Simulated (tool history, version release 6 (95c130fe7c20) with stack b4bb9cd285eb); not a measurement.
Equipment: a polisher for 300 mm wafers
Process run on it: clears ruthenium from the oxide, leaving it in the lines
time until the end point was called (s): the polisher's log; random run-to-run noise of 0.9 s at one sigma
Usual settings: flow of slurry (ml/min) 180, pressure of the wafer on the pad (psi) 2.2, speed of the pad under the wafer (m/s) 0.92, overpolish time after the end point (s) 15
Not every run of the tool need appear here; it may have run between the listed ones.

run,hour,flow of slurry (ml/min),pressure of the wafer on the pad (psi),speed of the pad under the wafer (m/s),overpolish time after the end point (s),"incoming thickness of the incoming film, nm",time until the end point was called (s)
1,0,180,2.2,0.92,15,101.3,79
# hour 7.6: worn pad replaced by a new one
2,12.6,180,2.2,0.92,15,100.1,73.7
3,24.5,180,1.7,0.92,10,100.2,96.1
4,73.3,180,1.7,0.92,10,99.4,94.7
5,79.4,180,1.7,0.92,10,100.6,98.5
# hour 81.2: slurry nozzle cleaned
6,92.1,180,2,0.92,15,100,81.5
7,103.7,180,2,0.92,15,99,81.3
8,111.6,180,2,0.92,15,99.5,85.1
# hour 122.6: head pressure recalibrated
9,125.1,180,2.2,0.92,15,99.3,77.2
10,138.4,180,2.2,0.92,9,100.9,77.8
# hour 151.1: worn pad replaced by a new one
11,151.6,180,2.2,0.92,15,100.5,73.5
12,159.8,180,2.2,0.92,15,98.9,73.4
13,167.4,145,1.7,1.24,15,99.8,71.7
14,177.2,180,2.7,0.92,8,100.2,60.9
15,191.9,180,2.2,0.92,15,99.8,73.3
16,207.8,135,2.2,0.78,15,102.1,93.8
17,223.6,180,2.2,0.92,15,101.6,77.3
18,234.2,240,1.5,1.2,21,99.7,83.4
19,240.5,230,2.2,0.92,7,100,75

Alternative continuations, all from the tool just after run 19; predict every row:
A,241,180,2.2,0.92,15,100.6,?
B,241,125,1.9,0.92,15,100.6,?
C,241,180,2.2,1.18,9,100.6,?

run,time until the end point was called (s)
A,78.7
B,95.1
C,61.3
Stripped of hidden state, with their random variation kept, the same runs would have yielded:
run,time until the end point was called (s)
A,73.8
B,89.2
C,57.5

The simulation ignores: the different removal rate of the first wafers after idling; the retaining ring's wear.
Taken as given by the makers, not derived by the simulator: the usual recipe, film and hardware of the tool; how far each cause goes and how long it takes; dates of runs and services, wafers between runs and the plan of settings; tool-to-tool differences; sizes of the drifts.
